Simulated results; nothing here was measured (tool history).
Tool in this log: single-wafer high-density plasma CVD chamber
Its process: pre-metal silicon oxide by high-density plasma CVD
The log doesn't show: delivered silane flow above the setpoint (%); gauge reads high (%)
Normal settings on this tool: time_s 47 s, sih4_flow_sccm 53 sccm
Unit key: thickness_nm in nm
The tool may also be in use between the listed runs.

run      day  time_s  sih4_flow_sccm  wafers since the last listed run  hours since the silane flow controller was replaced  hours since the gauge calibration  read-back reference wafer on the same gauge, thickness_nm  thickness_nm
  1        0    54.3              61                                 0                                                102.7                             2004.6                                                    231.663       338.988
  2    4.129      47              53                              2096                                                201.8                             2103.7                                                    231.638       257.138
  3    7.054      47              53                              1485                                                  272                             2173.9                                                    231.845       257.714
  4    8.908      47              53                               941                                                316.5                             2218.4                                                     231.51       258.624
  5   17.233    41.1              53                              4227                                                516.3                             2418.2                                                    232.324       227.462
  6   20.762    41.1              53                              1792                                                  601                             2502.9                                                     232.72       225.738
  7   25.246    41.1              53                              2276                                                708.6                             2610.5                                                    233.333       227.265
  8   28.725    52.3              53                              1766                                                792.1                               2694                                                    232.907       288.182
  9   31.596    52.3              53                              1457                                                  861                             2762.9                                                    232.874       291.425
 10   34.579    52.3              53                              1515                                                932.6                             2834.5                                                    233.172        289.66
 11   36.771      47              53                              1112                                                985.2                             2887.1                                                    233.144       259.353
 12    40.25      47              56                              1766                                               1068.7                             2970.6                                                    233.531       274.571
 13   43.433      47              56                              1616                                               1145.1                               3047                                                    233.815        275.77
      44.646  -- gauge calibrated
 14   44.996      47              48                               793                                               1182.6                                8.4                                                    228.931       232.963
 15   46.854      47              48                               943                                               1227.2                                 53                                                    228.787       233.889
 16   49.579      47              48                              1383                                               1292.6                              118.4                                                    228.792       230.616
 17   51.992      47              60                              1225                                               1350.5                              176.3                                                    229.066       285.764
 18   54.329      47              60                              1187                                               1406.6                              232.4                                                    229.293       288.023
 19    56.45      47              60                              1077                                               1457.5                              283.3                                                    229.736       288.985
      57.729  -- silane flow controller replaced
 20   58.238    49.2              50                               738                                                 12.2                              326.2                                                    229.609       254.759
 21   61.183    49.2              50                              1495                                                 82.9                              396.9                                                    229.415       252.849
 22   63.462    53.5              58                              1157                                                137.6                              451.6                                                    229.945       319.038
 23   65.471      47              56                              1019                                                185.8                              499.8                                                    229.562       270.794
 24   68.033      47              56                              1301                                                247.3                              561.3                                                    229.835       271.433
 25    70.55    49.7              48                              1278                                                307.7                              621.7                                                     230.03       247.931
 26     82.9    53.9              58                              6271                                                604.1                              918.1                                                      230.5        319.71
 27   86.104      47              53                              1627                                                  681                                995                                                    230.869       257.739
 28   89.612    38.5              53                              1781                                                765.2                             1079.2                                                    230.349       210.153
 29   92.004    49.7              60                              1214                                                822.6                             1136.6                                                    230.576       305.105
 30   94.092      47              53                              1060                                                872.7                             1186.7                                                    231.089       257.211
 31   96.421    43.3              46                              1182                                                928.6                             1242.6                                                    230.964       207.482
 32  100.879    52.1              44                              2264                                               1035.6                             1349.6                                                    231.308       240.076
 33  103.421      47              53                              1290                                               1096.6                             1410.6                                                    231.242       257.365
 34  105.208    44.6              60                               907                                               1139.5                             1453.5                                                    231.693       274.311
 35   107.25      47              53                              1036                                               1188.5                             1502.5                                                    232.152       259.067
 36  109.471    38.1              48                              1127                                               1241.8                             1555.8                                                    231.693       189.506

Run 37 has not been measured yet. What should we expect?
 37  112.567    41.9              53                              1572                                               1316.1                             1630.1                                                          ?             ?

read-back reference wafer on the same gauge, thickness_nm: 232.039
thickness_nm: 232.028 nm
Minus the tool's unlogged condition, the same run would have read thickness_nm 228.139 nm.
